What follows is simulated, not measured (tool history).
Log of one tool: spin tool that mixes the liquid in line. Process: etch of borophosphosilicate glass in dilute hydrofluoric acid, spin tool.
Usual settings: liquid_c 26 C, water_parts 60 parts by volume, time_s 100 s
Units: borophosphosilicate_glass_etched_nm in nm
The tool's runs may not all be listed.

| run | hour | liquid_c | water_parts | time_s | wafers since the last listed run | hours since the thermometer was replaced | hours since the hydrofluoric acid flow meter was replaced | hours since the gauge calibration | read-back film thickness of the borophosphosilicate glass reference wafer, read on the same gauge (nm) | borophosphosilicate_glass_etched_nm |
|---|---|---|---|---|---|---|---|---|---|---|
| 1 | 0 | 23.5 | 60 | 100 | 0 | 376.9 | 1063.3 | 542 | 59.96 | 46.51 |
| 2 | 66 | 23.5 | 60 | 100 | 732 | 442.9 | 1129.3 | 608 | 60.02 | 45.88 |
| 3 | 137.2 | 22.5 | 60 | 100 | 789 | 514.1 | 1200.5 | 679.2 | 60 | 45.04 |
| 4 | 193.1 | 22.5 | 60 | 100 | 620 | 570 | 1256.4 | 735.1 | 60.01 | 44.33 |
| 5 | 236.5 | 22.5 | 60 | 100 | 481 | 613.4 | 1299.8 | 778.5 | 60.02 | 43.68 |
| 6 | 279.9 | 26 | 60 | 100 | 481 | 656.8 | 1343.2 | 821.9 | 59.99 | 49.45 |
| 7 | 332.5 | 26 | 60 | 100 | 583 | 709.4 | 1395.8 | 874.5 | 59.98 | 50.82 |
| 8 | 370.3 | 26 | 60 | 100 | 419 | 747.2 | 1433.6 | 912.3 | 60.04 | 50.55 |
| 9 | 431.8 | 26 | 60 | 100 | 682 | 808.7 | 1495.1 | 973.8 | 60.03 | 49.74 |
| 10 | 486.7 | 26 | 45 | 100 | 609 | 863.6 | 1550 | 1028.7 | 60 | 67.19 |
|  | 506.9 | thermometer replaced |
| 11 | 547.4 | 26 | 60 | 70 | 662 | 40.5 | 1610.7 | 1089.4 | 59.99 | 33.05 |
| 12 | 574 | 26 | 60 | 70 | 295 | 67.1 | 1637.3 | 1116 | 60.05 | 33.31 |
| 13 | 631.8 | 26 | 60 | 100 | 641 | 124.9 | 1695.1 | 1173.8 | 60.03 | 46.49 |
| 14 | 679.3 | 24.5 | 70 | 70 | 526 | 172.4 | 1742.6 | 1221.3 | 60 | 26.07 |
| 15 | 716.1 | 30.5 | 35 | 150 | 408 | 209.2 | 1779.4 | 1258.1 | 60.01 | 150.22 |
|  | 720.2 | thermometer replaced, repeated, since the last time left the tool worse |
| 16 | 785 | 29.5 | 60 | 55 | 753 | 64.8 | 1848.3 | 1327 | 60.03 | 33 |
| 17 | 837.9 | 26 | 75 | 100 | 586 | 117.7 | 1901.2 | 1379.9 | 60 | 40.99 |
|  | 844.4 | gauge calibrated |
| 18 | 877.1 | 23.5 | 60 | 100 | 434 | 156.9 | 1940.4 | 32.7 | 59.98 | 47.11 |
|  | 893.7 | hydrofluoric acid flow meter replaced |
| 19 | 944.2 | 29 | 35 | 55 | 733 | 224 | 50.5 | 99.8 | 59.98 | 56.68 |
| 20 | 1092.1 | 26 | 60 | 100 | 1640 | 371.9 | 198.4 | 247.7 | 59.95 | 50.01 |
| 21 | 1158.6 | 26 | 60 | 100 | 737 | 438.4 | 264.9 | 314.2 | 59.97 | 51.2 |
| 22 | 1216.7 | 22 | 60 | 140 | 644 | 496.5 | 323 | 372.3 | 59.99 | 61.02 |
| 23 | 1257.3 | 31 | 50 | 50 | 450 | 537.1 | 363.6 | 412.9 | 60.01 | 36.82 |
| 24 | 1325.9 | 21.5 | 70 | 50 | 761 | 605.7 | 432.2 | 481.5 | 59.99 | 18.01 |
| 25 | 1366.3 | 29 | 40 | 100 | 448 | 646.1 | 472.6 | 521.9 | 60 | 88.01 |
| 26 | 1391.8 | 26 | 60 | 100 | 282 | 671.6 | 498.1 | 547.4 | 59.98 | 49.86 |

3 ways to go on from here, each from the tool as it stands after run 26. What would each give?
| A | 1392.2 | 21.5 | 60 | 100 | 4 | 672 | 498.5 | 547.8 | ? | ? |
| B | 1392.2 | 23.5 | 45 | 145 | 4 | 672 | 498.5 | 547.8 | ? | ? |
| C | 1392.2 | 28.5 | 40 | 50 | 4 | 672 | 498.5 | 547.8 | ? | ? |

| run | read-back film thickness of the borophosphosilicate glass reference wafer, read on the same gauge (nm) | borophosphosilicate_glass_etched_nm |
|---|---|---|
| A | 60.03 | 41.55 |
| B | 60.03 | 89.02 |
| C | 60.03 | 42.74 |
Without the tool's hidden state the same runs would have given:
| run | borophosphosilicate_glass_etched_nm |
|---|---|
| A | 44.51 |
| B | 95.32 |
| C | 45.66 |

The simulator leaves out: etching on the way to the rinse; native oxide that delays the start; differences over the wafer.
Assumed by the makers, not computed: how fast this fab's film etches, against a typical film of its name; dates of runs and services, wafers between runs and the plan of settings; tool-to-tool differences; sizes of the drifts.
